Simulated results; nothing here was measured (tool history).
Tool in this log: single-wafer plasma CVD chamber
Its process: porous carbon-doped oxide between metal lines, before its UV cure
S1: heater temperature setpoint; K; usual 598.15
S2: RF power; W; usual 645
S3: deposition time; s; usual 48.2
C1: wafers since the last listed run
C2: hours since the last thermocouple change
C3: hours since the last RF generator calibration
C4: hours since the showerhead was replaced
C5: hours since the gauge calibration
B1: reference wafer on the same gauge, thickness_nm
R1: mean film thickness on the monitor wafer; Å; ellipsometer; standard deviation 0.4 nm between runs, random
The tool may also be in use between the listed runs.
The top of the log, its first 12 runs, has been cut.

Run 13, hour 174.9: usual settings but S2 550 W; C1 435; C2 2652.3; C3 65.8; C4 61.4; C5 304.7; B1 264.054. Result: R1 2419.80 Å.
Run 14, hour 211.3: usual settings; C1 1085; C2 2688.7; C3 102.2; C4 97.8; C5 341.1; B1 264.001. Result: R1 2719.53 Å.
Run 15, hour 228.5: usual settings but S1 587.15 K, S2 540 W, S3 39.9 s; C1 512; C2 2705.9; C3 119.4; C4 115.0; C5 358.3; B1 263.977. Result: R1 2121.67 Å.
Run 16, hour 245.0: usual settings but S1 588.15 K, S2 525 W; C1 491; C2 2722.4; C3 135.9; C4 131.5; C5 374.8; B1 263.964. Result: R1 2490.88 Å.
Run 17, hour 263.0: usual settings but S1 584.15 K; C1 536; C2 2740.4; C3 153.9; C4 149.5; C5 392.8; B1 263.984. Result: R1 2968.67 Å.
Run 18, hour 279.6: usual settings but S2 580 W, S3 57.0 s; C1 494; C2 2757.0; C3 170.5; C4 166.1; C5 409.4; B1 264.002. Result: R1 2974.98 Å.
At hour 299.3: thermocouple changed; heater temperature recalibrated.
Run 19, hour 299.8: usual settings; C1 363; C2 0.5; C3 190.7; C4 186.3; C5 429.6; B1 264.054. Result: R1 2625.25 Å.
Run 20, hour 304.4: usual settings; C1 137; C2 5.1; C3 195.3; C4 190.9; C5 434.2; B1 264.023. Result: R1 2625.07 Å.
At hour 313.0: gauge calibrated.
Run 21, hour 316.7: usual settings but S1 588.15 K, S2 550 W; C1 366; C2 17.4; C3 207.6; C4 203.2; C5 3.7; B1 263.994. Result: R1 2477.12 Å.
Run 22, hour 333.4: usual settings; C1 497; C2 34.1; C3 224.3; C4 219.9; C5 20.4; B1 264.003. Result: R1 2628.69 Å.
Run 23, hour 346.8: usual settings; C1 399; C2 47.5; C3 237.7; C4 233.3; C5 33.8; B1 264.001. Result: R1 2631.70 Å.
Run 24, hour 363.1: usual settings but S3 40.3 s; C1 486; C2 63.8; C3 254.0; C4 249.6; C5 50.1; B1 263.962. Result: R1 2201.46 Å.
Run 25, hour 369.2: usual settings; C1 181; C2 69.9; C3 260.1; C4 255.7; C5 56.2; B1 264.129. Result: R1 2627.14 Å.
Run 26, hour 376.2: usual settings but S2 570 W, S3 42.1 s; C1 208; C2 76.9; C3 267.1; C4 262.7; C5 63.2; B1 264.064. Result: R1 2103.05 Å.
Run 27, hour 382.7: usual settings; C1 193; C2 83.4; C3 273.6; C4 269.2; C5 69.7; B1 264.027. Result: R1 2629.52 Å.
Run 28, hour 390.0: usual settings; C1 217; C2 90.7; C3 280.9; C4 276.5; C5 77.0; B1 263.990. Result: R1 2627.53 Å.
Run 29, hour 403.4: usual settings but S1 584.15 K, S2 755 W, S3 45.7 s; C1 399; C2 104.1; C3 294.3; C4 289.9; C5 90.4; B1 264.095. Result: R1 3025.50 Å.
Run 30, hour 418.2: usual settings but S1 609.15 K, S2 520 W; C1 441; C2 118.9; C3 309.1; C4 304.7; C5 105.2; B1 264.014. Result: R1 2120.27 Å.
Run 31, hour 429.7: usual settings but S1 585.15 K, S2 545 W; C1 342; C2 130.4; C3 320.6; C4 316.2; C5 116.7; B1 263.996. Result: R1 2513.04 Å.
Run 32, hour 468.8: usual settings but S1 612.15 K, S2 695 W, S3 42.2 s; C1 1165; C2 169.5; C3 359.7; C4 355.3; C5 155.8; B1 264.105. Result: R1 2253.32 Å.
Run 33, hour 477.2: usual settings but S1 593.15 K; C1 250; C2 177.9; C3 368.1; C4 363.7; C5 164.2; B1 264.068. Result: R1 2696.56 Å.

5 options for the next run, each taken on its own from the tool as it stands now. Forecast them:
Run A, hour 477.6: usual settings; C1 11; C2 178.3; C3 368.5; C4 364.1; C5 164.6; B1 ?. Result: R1 ?.
Run B, hour 477.6: usual settings but S2 575 W, S3 51.2 s; C1 11; C2 178.3; C3 368.5; C4 364.1; C5 164.6; B1 ?. Result: R1 ?.
Run C, hour 477.6: usual settings but S3 38.6 s; C1 11; C2 178.3; C3 368.5; C4 364.1; C5 164.6; B1 ?. Result: R1 ?.
Run D, hour 477.6: usual settings but S1 593.15 K, S2 680 W, S3 53.2 s; C1 11; C2 178.3; C3 368.5; C4 364.1; C5 164.6; B1 ?. Result: R1 ?.
Run E, hour 477.6: usual settings but S3 43.6 s; C1 11; C2 178.3; C3 368.5; C4 364.1; C5 164.6; B1 ?. Result: R1 ?.

run       B1       R1
  A  264.074  2626.33
  B  264.074  2565.01
  C  264.074  2114.18
  D  264.074  3090.27
  E  264.074  2380.98
The same runs, with their run-to-run variation unchanged, on a tool lacking any hidden condition would have given:
run       R1
  A  2650.21
  B  2588.33
  C  2133.40
  D  3117.02
  E  2402.63
